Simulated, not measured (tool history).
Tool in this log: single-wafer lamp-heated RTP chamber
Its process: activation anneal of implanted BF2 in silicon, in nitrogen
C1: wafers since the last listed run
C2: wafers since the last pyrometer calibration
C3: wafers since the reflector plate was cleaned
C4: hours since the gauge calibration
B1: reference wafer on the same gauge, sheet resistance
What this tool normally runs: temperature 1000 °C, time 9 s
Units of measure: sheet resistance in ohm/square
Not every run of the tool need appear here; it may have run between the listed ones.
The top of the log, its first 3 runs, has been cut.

{"day": 4.071, "done": "reflector plate cleaned"}
{"run": 4, "day": 5.396, "temperature": 1000, "time": 9, "C1": 579, "C2": 874, "C3": 519, "C4": 596.1, "B1": 198.95, "sheet resistance": 189.62}
{"run": 5, "day": 7.842, "temperature": 1024, "time": 9, "C1": 957, "C2": 1832, "C3": 1476, "C4": 654.8, "B1": 199.25, "sheet resistance": 165.89}
{"run": 6, "day": 10.746, "temperature": 1000, "time": 9, "C1": 1136, "C2": 2969, "C3": 2613, "C4": 724.5, "B1": 199.06, "sheet resistance": 191.76}
{"run": 7, "day": 12.192, "temperature": 1000, "time": 9, "C1": 566, "C2": 3535, "C3": 3179, "C4": 759.2, "B1": 199, "sheet resistance": 190.37}
{"run": 8, "day": 14.754, "temperature": 1000, "time": 9, "C1": 1003, "C2": 4538, "C3": 4182, "C4": 820.7, "B1": 198.94, "sheet resistance": 188.68}
{"run": 9, "day": 16.421, "temperature": 1000, "time": 9, "C1": 652, "C2": 5191, "C3": 4835, "C4": 860.7, "B1": 198.88, "sheet resistance": 189.23}
{"run": 10, "day": 19.058, "temperature": 1000, "time": 9, "C1": 1032, "C2": 6223, "C3": 5867, "C4": 924, "B1": 199.13, "sheet resistance": 188.11}
{"day": 20.238, "done": "pyrometer window cleaned and pyrometer calibrated"}
{"run": 11, "day": 20.629, "temperature": 1000, "time": 9, "C1": 484, "C2": 153, "C3": 6352, "C4": 961.7, "B1": 198.9, "sheet resistance": 191.68}
{"run": 12, "day": 22.446, "temperature": 1000, "time": 9, "C1": 711, "C2": 864, "C3": 7063, "C4": 1005.3, "B1": 198.86, "sheet resistance": 191.29}
{"run": 13, "day": 23.533, "temperature": 1000, "time": 9, "C1": 425, "C2": 1290, "C3": 7489, "C4": 1031.4, "B1": 199.05, "sheet resistance": 192.42}
{"run": 14, "day": 24.7, "temperature": 1000, "time": 9, "C1": 456, "C2": 1747, "C3": 7946, "C4": 1059.4, "B1": 198.95, "sheet resistance": 190.54}
{"run": 15, "day": 27.475, "temperature": 1000, "time": 9, "C1": 1086, "C2": 2833, "C3": 9032, "C4": 1126, "B1": 199.2, "sheet resistance": 188.37}
{"run": 16, "day": 28.696, "temperature": 985, "time": 4, "C1": 477, "C2": 3311, "C3": 9510, "C4": 1155.3, "B1": 199.19, "sheet resistance": 218.13}
{"run": 17, "day": 31.388, "temperature": 1025, "time": 4, "C1": 1053, "C2": 4365, "C3": 10564, "C4": 1219.9, "B1": 198.93, "sheet resistance": 178.74}
{"run": 18, "day": 33.842, "temperature": 1000, "time": 9, "C1": 960, "C2": 5326, "C3": 11524, "C4": 1278.8, "B1": 198.9, "sheet resistance": 189.55}
{"run": 19, "day": 36.688, "temperature": 1029, "time": 11, "C1": 1114, "C2": 6440, "C3": 12639, "C4": 1347.1, "B1": 198.94, "sheet resistance": 157.13}
{"run": 20, "day": 37.779, "temperature": 1000, "time": 9, "C1": 427, "C2": 6867, "C3": 13066, "C4": 1373.3, "B1": 199, "sheet resistance": 189.25}
{"day": 38.483, "done": "reflector plate cleaned"}
{"day": 39.179, "done": "pyrometer window cleaned and pyrometer calibrated"}
{"run": 21, "day": 40.554, "temperature": 974, "time": 13, "C1": 825, "C2": 538, "C3": 679, "C4": 1439.9, "B1": 199.15, "sheet resistance": 218.75}
{"run": 22, "day": 43.054, "temperature": 1000, "time": 7, "C1": 978, "C2": 1517, "C3": 1658, "C4": 1499.9, "B1": 199.05, "sheet resistance": 196.32}
{"run": 23, "day": 45.212, "temperature": 1022, "time": 5, "C1": 844, "C2": 2362, "C3": 2503, "C4": 1551.7, "B1": 199.02, "sheet resistance": 180.12}
{"run": 24, "day": 47.721, "temperature": 1016, "time": 9, "C1": 982, "C2": 3344, "C3": 3485, "C4": 1611.9, "B1": 198.84, "sheet resistance": 173.29}
{"run": 25, "day": 50.162, "temperature": 1011, "time": 7, "C1": 955, "C2": 4300, "C3": 4441, "C4": 1670.5, "B1": 199.12, "sheet resistance": 180.58}

Run 26 comes next. What will it give?
{"run": 26, "day": 51.229, "temperature": 1008, "time": 5, "C1": 417, "C2": 4717, "C3": 4858, "C4": 1696.1, "B1": "?", "sheet resistance": "?"}

{"run 26": {"B1": 199.16, "sheet resistance": 190.62}}
On a tool with no hidden condition, and with the same random variation, this run would have come out at sheet resistance 194.06 ohm/square.
